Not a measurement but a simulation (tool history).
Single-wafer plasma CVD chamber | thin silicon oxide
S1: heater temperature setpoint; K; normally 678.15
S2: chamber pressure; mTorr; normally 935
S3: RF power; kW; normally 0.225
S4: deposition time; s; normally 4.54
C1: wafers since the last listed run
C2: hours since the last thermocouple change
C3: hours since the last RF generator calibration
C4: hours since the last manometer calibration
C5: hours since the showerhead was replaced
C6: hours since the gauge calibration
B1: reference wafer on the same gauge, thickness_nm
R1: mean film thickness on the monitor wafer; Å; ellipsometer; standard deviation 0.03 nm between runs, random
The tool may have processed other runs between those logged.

{"run": 1, "hour": 0.0, "S1": 678.15, "S2": 935, "S3": 0.225, "S4": 4.54, "C1": 0, "C2": 1453.9, "C3": 835.9, "C4": 1406.3, "C5": 5195.7, "C6": 414.8, "B1": 7.998, "R1": 80.13}
{"run": 2, "hour": 21.4, "S1": 678.15, "S2": 935, "S3": 0.225, "S4": 4.54, "C1": 927, "C2": 1475.3, "C3": 857.3, "C4": 1427.7, "C5": 5217.1, "C6": 436.2, "B1": 7.993, "R1": 80.16}
{"run": 3, "hour": 39.9, "S1": 678.15, "S2": 935, "S3": 0.225, "S4": 4.54, "C1": 801, "C2": 1493.8, "C3": 875.8, "C4": 1446.2, "C5": 5235.6, "C6": 454.7, "B1": 7.989, "R1": 80.04}
{"run": 4, "hour": 56.4, "S1": 678.15, "S2": 935, "S3": 0.225, "S4": 4.54, "C1": 715, "C2": 1510.3, "C3": 892.3, "C4": 1462.7, "C5": 5252.1, "C6": 471.2, "B1": 7.985, "R1": 79.94}
{"run": 5, "hour": 90.1, "S1": 678.15, "S2": 935, "S3": 0.225, "S4": 4.54, "C1": 1460, "C2": 1544, "C3": 926, "C4": 1496.4, "C5": 5285.8, "C6": 504.9, "B1": 7.966, "R1": 79.84}
{"run": 6, "hour": 116.1, "S1": 678.15, "S2": 935, "S3": 0.225, "S4": 4.54, "C1": 1126, "C2": 1570, "C3": 952, "C4": 1522.4, "C5": 5311.8, "C6": 530.9, "B1": 7.969, "R1": 79.53}
{"run": 7, "hour": 151.7, "S1": 678.15, "S2": 935, "S3": 0.225, "S4": 4.54, "C1": 1543, "C2": 1605.6, "C3": 987.6, "C4": 1558, "C5": 5347.4, "C6": 566.5, "B1": 7.948, "R1": 80.04}
{"hour": 160.0, "done": "RF generator calibrated"}
{"run": 8, "hour": 181.6, "S1": 678.15, "S2": 1165, "S3": 0.19, "S4": 4.54, "C1": 949, "C2": 1635.5, "C3": 21.6, "C4": 1587.9, "C5": 5377.3, "C6": 596.4, "B1": 7.941, "R1": 90.64}
{"run": 9, "hour": 206.0, "S1": 678.15, "S2": 1138, "S3": 0.225, "S4": 5.4, "C1": 1057, "C2": 1659.9, "C3": 46, "C4": 1612.3, "C5": 5401.7, "C6": 620.8, "B1": 7.936, "R1": 110.21}
{"run": 10, "hour": 226.6, "S1": 678.15, "S2": 935, "S3": 0.255, "S4": 4.54, "C1": 892, "C2": 1680.5, "C3": 66.6, "C4": 1632.9, "C5": 5422.3, "C6": 641.4, "B1": 7.921, "R1": 82.24}
{"run": 11, "hour": 242.3, "S1": 684.15, "S2": 935, "S3": 0.185, "S4": 4.54, "C1": 680, "C2": 1696.2, "C3": 82.3, "C4": 1648.6, "C5": 5438, "C6": 657.1, "B1": 7.913, "R1": 74.75}
{"run": 12, "hour": 274.8, "S1": 678.15, "S2": 935, "S3": 0.265, "S4": 4.54, "C1": 1408, "C2": 1728.7, "C3": 114.8, "C4": 1681.1, "C5": 5470.5, "C6": 689.6, "B1": 7.912, "R1": 82.92}
{"run": 13, "hour": 303.0, "S1": 678.15, "S2": 935, "S3": 0.225, "S4": 4.54, "C1": 1222, "C2": 1756.9, "C3": 143, "C4": 1709.3, "C5": 5498.7, "C6": 717.8, "B1": 7.9, "R1": 79.33}
{"run": 14, "hour": 318.0, "S1": 678.15, "S2": 1131, "S3": 0.205, "S4": 4.54, "C1": 650, "C2": 1771.9, "C3": 158, "C4": 1724.3, "C5": 5513.7, "C6": 732.8, "B1": 7.903, "R1": 89.73}
{"hour": 339.0, "done": "showerhead replaced"}
{"run": 15, "hour": 339.5, "S1": 678.15, "S2": 935, "S3": 0.225, "S4": 4.54, "C1": 585, "C2": 1793.4, "C3": 179.5, "C4": 1745.8, "C5": 0.5, "C6": 754.3, "B1": 7.896, "R1": 79.4}
{"run": 16, "hour": 360.8, "S1": 678.15, "S2": 935, "S3": 0.235, "S4": 4.54, "C1": 923, "C2": 1814.7, "C3": 200.8, "C4": 1767.1, "C5": 21.8, "C6": 775.6, "B1": 7.886, "R1": 79.96}
{"hour": 377.0, "done": "thermocouple changed; heater temperature recalibrated"}
{"run": 17, "hour": 377.5, "S1": 691.15, "S2": 731, "S3": 0.225, "S4": 4.96, "C1": 377, "C2": 0.5, "C3": 217.5, "C4": 1783.8, "C5": 38.5, "C6": 792.3, "B1": 7.875, "R1": 65.54}
{"hour": 381.6, "done": "gauge calibrated"}
{"run": 18, "hour": 400.1, "S1": 690.15, "S2": 862, "S3": 0.27, "S4": 3.91, "C1": 979, "C2": 23.1, "C3": 240.1, "C4": 1806.4, "C5": 61.1, "C6": 18.5, "B1": 8.092, "R1": 67.31}
{"hour": 415.6, "done": "capacitance manometer re-zeroed and calibrated"}
{"run": 19, "hour": 431.5, "S1": 678.15, "S2": 935, "S3": 0.225, "S4": 4.54, "C1": 1014, "C2": 54.5, "C3": 271.5, "C4": 15.9, "C5": 92.5, "C6": 49.9, "B1": 8.084, "R1": 81.23}
{"run": 20, "hour": 463.8, "S1": 678.15, "S2": 794, "S3": 0.235, "S4": 4.54, "C1": 1399, "C2": 86.8, "C3": 303.8, "C4": 48.2, "C5": 124.8, "C6": 82.2, "B1": 8.077, "R1": 69.08}
{"run": 21, "hour": 488.5, "S1": 678.15, "S2": 935, "S3": 0.225, "S4": 4.54, "C1": 1070, "C2": 111.5, "C3": 328.5, "C4": 72.9, "C5": 149.5, "C6": 106.9, "B1": 8.07, "R1": 80.63}
{"run": 22, "hour": 516.0, "S1": 669.15, "S2": 767, "S3": 0.225, "S4": 4.54, "C1": 1191, "C2": 139, "C3": 356, "C4": 100.4, "C5": 177, "C6": 134.4, "B1": 8.057, "R1": 65.88}
{"run": 23, "hour": 549.5, "S1": 678.15, "S2": 935, "S3": 0.225, "S4": 4.54, "C1": 1452, "C2": 172.5, "C3": 389.5, "C4": 133.9, "C5": 210.5, "C6": 167.9, "B1": 8.043, "R1": 80.62}
{"run": 24, "hour": 638.1, "S1": 678.15, "S2": 935, "S3": 0.19, "S4": 4.84, "C1": 3840, "C2": 261.1, "C3": 478.1, "C4": 222.5, "C5": 299.1, "C6": 256.5, "B1": 8.015, "R1": 81.44}
{"run": 25, "hour": 663.2, "S1": 678.15, "S2": 935, "S3": 0.225, "S4": 4.54, "C1": 1087, "C2": 286.2, "C3": 503.2, "C4": 247.6, "C5": 324.2, "C6": 281.6, "B1": 8.011, "R1": 80.05}
{"run": 26, "hour": 685.5, "S1": 678.15, "S2": 935, "S3": 0.18, "S4": 4.9, "C1": 966, "C2": 308.5, "C3": 525.5, "C4": 269.9, "C5": 346.5, "C6": 303.9, "B1": 7.999, "R1": 80.96}
{"run": 27, "hour": 720.2, "S1": 674.15, "S2": 867, "S3": 0.225, "S4": 5.4, "C1": 1504, "C2": 343.2, "C3": 560.2, "C4": 304.6, "C5": 381.2, "C6": 338.6, "B1": 7.989, "R1": 88.58}
{"run": 28, "hour": 821.3, "S1": 678.15, "S2": 1162, "S3": 0.27, "S4": 4.54, "C1": 4382, "C2": 444.3, "C3": 661.3, "C4": 405.7, "C5": 482.3, "C6": 439.7, "B1": 7.956, "R1": 99.15}

Below, some changes in R1 between adjacent runs. For each, the amount present without the hidden state too (settings, incoming material, random variation) and the amount remaining for the hidden state with gauge scatter not shared by both compared results:
Hidden state present: wafer temperature above the value expected at the setpoint (K); delivered RF power above the setpoint (%); true pressure above the setpoint (%); gauge reads high (%).
Run 8 -> 9: S2 1165 -> 1138, S3 0.19 -> 0.225, S4 4.54 -> 5.4. R1 +19.57 Å: hidden state -0.48, all else +20.05.
Run 9 -> 10: S2 1138 -> 935, S3 0.225 -> 0.255, S4 5.4 -> 4.54. R1 -27.97 Å: hidden state +0.48, all else -28.45.
Run 17 -> 18: S1 691.15 -> 690.15, S2 731 -> 862, S3 0.225 -> 0.27, S4 4.96 -> 3.91, gauge calibrated. R1 +1.77 Å: hidden state +1.78, all else -0.01.
Run 27 -> 28: S1 674.15 -> 678.15, S2 867 -> 1162, S3 0.225 -> 0.27, S4 5.4 -> 4.54. R1 +10.57 Å: hidden state -0.53, all else +11.1.
